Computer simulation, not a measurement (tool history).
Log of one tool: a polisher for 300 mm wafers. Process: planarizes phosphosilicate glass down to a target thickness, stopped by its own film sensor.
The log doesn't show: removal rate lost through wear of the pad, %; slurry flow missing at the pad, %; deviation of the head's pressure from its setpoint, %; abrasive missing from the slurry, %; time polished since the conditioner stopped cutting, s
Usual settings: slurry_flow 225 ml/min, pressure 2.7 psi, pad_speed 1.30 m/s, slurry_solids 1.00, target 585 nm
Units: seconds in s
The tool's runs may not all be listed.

| run | hour | slurry_flow | pressure | pad_speed | slurry_solids | target | wafers since the last listed run | wafers polished on this pad | hours since the slurry nozzle was cleaned | hours since the head pressure was calibrated | hours since the slurry blender was calibrated | hours since the conditioning disc was replaced | incoming thickness of the incoming film, nm | seconds |
|---|---|---|---|---|---|---|---|---|---|---|---|---|---|---|
| 1 | 0.0 | 195 | 2.7 | 1.30 | 1.00 | 585 | 0 | 284 | 344.2 | 628.2 | 621.2 | 81.6 | 1470.0 | 90.3 |
|  | 61.6 | slurry blender recalibrated |
| 2 | 92.5 | 225 | 2.7 | 1.30 | 1.00 | 585 | 515 | 799 | 436.7 | 720.7 | 30.9 | 174.1 | 1485.9 | 89.0 |
| 3 | 158.9 | 225 | 2.7 | 1.04 | 1.00 | 663 | 378 | 1177 | 503.1 | 787.1 | 97.3 | 240.5 | 1461.7 | 92.9 |
| 4 | 202.0 | 225 | 2.7 | 1.04 | 1.00 | 663 | 245 | 1423 | 546.2 | 830.2 | 140.4 | 283.6 | 1481.1 | 94.9 |
|  | 267.7 | slurry nozzle cleaned |
| 5 | 273.3 | 225 | 2.7 | 1.06 | 1.00 | 585 | 400 | 1823 | 5.6 | 901.5 | 211.7 | 354.9 | 1477.0 | 102.3 |
| 6 | 360.4 | 225 | 2.7 | 1.06 | 1.00 | 585 | 495 | 2319 | 92.7 | 988.6 | 298.8 | 442.0 | 1500.8 | 106.7 |
| 7 | 448.5 | 225 | 2.7 | 1.30 | 1.00 | 585 | 501 | 2820 | 180.8 | 1076.7 | 386.9 | 530.1 | 1479.5 | 88.3 |
|  | 481.9 | worn pad replaced by a new one |
|  | 560.5 | conditioning disc replaced and pad reconditioned |
|  | 586.6 | head pressure recalibrated |
|  | 668.0 | slurry blender recalibrated |
| 8 | 713.4 | 225 | 2.7 | 1.30 | 1.00 | 585 | 1451 | 1284 | 445.7 | 126.8 | 45.4 | 152.9 | 1486.5 | 87.5 |
| 9 | 815.2 | 145 | 2.7 | 1.30 | 1.00 | 585 | 579 | 1863 | 547.5 | 228.6 | 147.2 | 254.7 | 1455.9 | 88.0 |
|  | 824.4 | slurry nozzle cleaned |
| 10 | 862.6 | 225 | 2.7 | 1.30 | 1.30 | 786 | 264 | 2127 | 38.2 | 276.0 | 194.6 | 302.1 | 1471.0 | 60.8 |
| 11 | 947.6 | 225 | 2.7 | 1.30 | 1.00 | 670 | 483 | 2611 | 123.2 | 361.0 | 279.6 | 387.1 | 1463.5 | 77.5 |
| 12 | 984.6 | 225 | 2.7 | 1.30 | 1.20 | 585 | 210 | 2822 | 160.2 | 398.0 | 316.6 | 424.1 | 1503.3 | 84.4 |
|  | 1034.8 | worn pad replaced by a new one |
| 13 | 1083.6 | 225 | 2.7 | 1.42 | 1.00 | 585 | 540 | 277 | 259.2 | 497.0 | 415.6 | 523.1 | 1480.5 | 83.6 |
|  | 1127.6 | conditioning disc replaced and pad reconditioned |
| 14 | 1159.8 | 225 | 2.7 | 1.30 | 1.00 | 585 | 422 | 700 | 335.4 | 573.2 | 491.8 | 32.2 | 1468.0 | 89.1 |
|  | 1194.3 | slurry blender recalibrated |
| 15 | 1232.4 | 270 | 2.7 | 1.30 | 1.00 | 585 | 401 | 1102 | 408.0 | 645.8 | 38.1 | 104.8 | 1453.7 | 83.4 |
| 16 | 1294.3 | 250 | 2.4 | 1.64 | 1.00 | 880 | 352 | 1454 | 469.9 | 707.7 | 100.0 | 166.7 | 1480.9 | 53.0 |
| 17 | 1354.9 | 225 | 2.7 | 1.04 | 1.20 | 585 | 345 | 1799 | 530.5 | 768.3 | 160.6 | 227.3 | 1444.7 | 92.1 |
| 18 | 1397.8 | 225 | 2.7 | 1.52 | 0.90 | 585 | 244 | 2043 | 573.4 | 811.2 | 203.5 | 270.2 | 1463.8 | 80.1 |
|  | 1420.5 | slurry nozzle cleaned |
| 19 | 1486.7 | 225 | 3.3 | 0.96 | 0.85 | 585 | 500 | 2544 | 66.2 | 900.1 | 292.4 | 359.1 | 1476.0 | 104.2 |
| 20 | 1575.3 | 250 | 2.2 | 1.44 | 1.10 | 585 | 504 | 3048 | 154.8 | 988.7 | 381.0 | 447.7 | 1465.8 | 87.0 |
| 21 | 1623.0 | 180 | 2.7 | 1.30 | 1.15 | 585 | 271 | 3320 | 202.5 | 1036.4 | 428.7 | 495.4 | 1472.2 | 85.5 |
| 22 | 1689.9 | 225 | 2.7 | 1.30 | 1.00 | 585 | 380 | 3701 | 269.4 | 1103.3 | 495.6 | 562.3 | 1473.8 | 90.3 |
|  | 1714.3 | worn pad replaced by a new one |
| 23 | 1769.2 | 185 | 2.2 | 1.30 | 1.00 | 585 | 428 | 312 | 348.7 | 1182.6 | 574.9 | 641.6 | 1465.2 | 102.3 |
|  | 1809.3 | conditioning disc replaced and pad reconditioned |
|  | 1840.8 | slurry blender recalibrated |
| 24 | 1871.5 | 195 | 2.7 | 1.44 | 1.00 | 435 | 559 | 872 | 451.0 | 1284.9 | 30.7 | 62.2 | 1480.1 | 94.1 |

Forecast run 25:
| 25 | 1913.7 | 225 | 2.7 | 1.30 | 1.00 | 719 | 240 | 1112 | 493.2 | 1327.1 | 72.9 | 104.4 | 1486.5 | ? |

{"run 25": {"seconds": 74.5}}
Without the tool's hidden state the same run would have given seconds 74.1 s.

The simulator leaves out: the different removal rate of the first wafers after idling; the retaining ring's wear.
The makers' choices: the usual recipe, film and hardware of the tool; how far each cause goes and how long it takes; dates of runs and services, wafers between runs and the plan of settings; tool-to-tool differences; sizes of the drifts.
